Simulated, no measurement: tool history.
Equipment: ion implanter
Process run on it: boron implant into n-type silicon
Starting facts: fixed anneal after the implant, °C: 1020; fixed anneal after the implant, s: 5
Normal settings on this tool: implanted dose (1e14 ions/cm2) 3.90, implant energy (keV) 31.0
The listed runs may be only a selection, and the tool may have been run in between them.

| run | hour | implanted dose (1e14 ions/cm2) | implant energy (keV) | read-back reference wafer on the same gauge, sheet resistance | sheet resistance of the implanted and annealed layer (ohm/square) |
|---|---|---|---|---|---|
| 1 | 0.0 | 3.90 | 31.0 | 230.88 | 260.25 |
| 2 | 20.0 | 3.90 | 31.0 | 230.99 | 259.75 |
| 3 | 91.9 | 3.90 | 31.0 | 231.00 | 259.82 |
| 4 | 115.2 | 3.90 | 25.5 | 230.99 | 264.75 |
| 5 | 144.7 | 3.90 | 31.0 | 230.93 | 258.52 |
| 6 | 172.6 | 3.90 | 31.0 | 230.94 | 259.01 |
| 7 | 204.6 | 3.90 | 31.0 | 231.01 | 257.87 |
| 8 | 226.0 | 3.90 | 35.0 | 230.98 | 255.40 |
|  | 242.0 | gauge calibrated |
|  | 254.4 | Faraday cup replaced and dose calibrated |
| 9 | 260.3 | 3.90 | 35.0 | 230.95 | 258.37 |
| 10 | 305.9 | 3.90 | 31.0 | 230.93 | 260.97 |
|  | 376.1 | extraction supply calibrated |
| 11 | 408.8 | 3.55 | 34.0 | 230.98 | 278.34 |
| 12 | 437.3 | 3.90 | 27.0 | 231.02 | 265.59 |
| 13 | 452.7 | 4.85 | 31.0 | 230.98 | 219.59 |
| 14 | 469.2 | 3.90 | 31.0 | 231.07 | 261.71 |
| 15 | 482.0 | 3.90 | 21.5 | 230.96 | 271.34 |
| 16 | 508.7 | 3.90 | 31.0 | 230.98 | 261.66 |
| 17 | 535.6 | 3.90 | 24.0 | 231.12 | 268.14 |
| 18 | 571.1 | 2.78 | 23.5 | 230.97 | 350.94 |
| 19 | 591.6 | 3.90 | 31.0 | 231.02 | 261.31 |
| 20 | 613.8 | 4.55 | 31.0 | 231.01 | 230.54 |
| 21 | 626.1 | 3.44 | 41.5 | 231.05 | 279.88 |

Alternative continuations, all from the tool just after run 21; predict every row:
| A | 626.5 | 3.90 | 31.0 | ? | ? |
| B | 626.5 | 4.22 | 31.0 | ? | ? |
| C | 626.5 | 5.00 | 37.0 | ? | ? |
| D | 626.5 | 4.36 | 21.0 | ? | ? |

| run | read-back reference wafer on the same gauge, sheet resistance | sheet resistance of the implanted and annealed layer (ohm/square) |
|---|---|---|
| A | 231.02 | 260.45 |
| B | 231.02 | 244.48 |
| C | 231.02 | 209.11 |
| D | 231.02 | 247.92 |
Without the tool's hidden state the same runs would have given:
| run | sheet resistance of the implanted and annealed layer (ohm/square) |
|---|---|
| A | 261.05 |
| B | 245.04 |
| C | 209.60 |
| D | 248.49 |
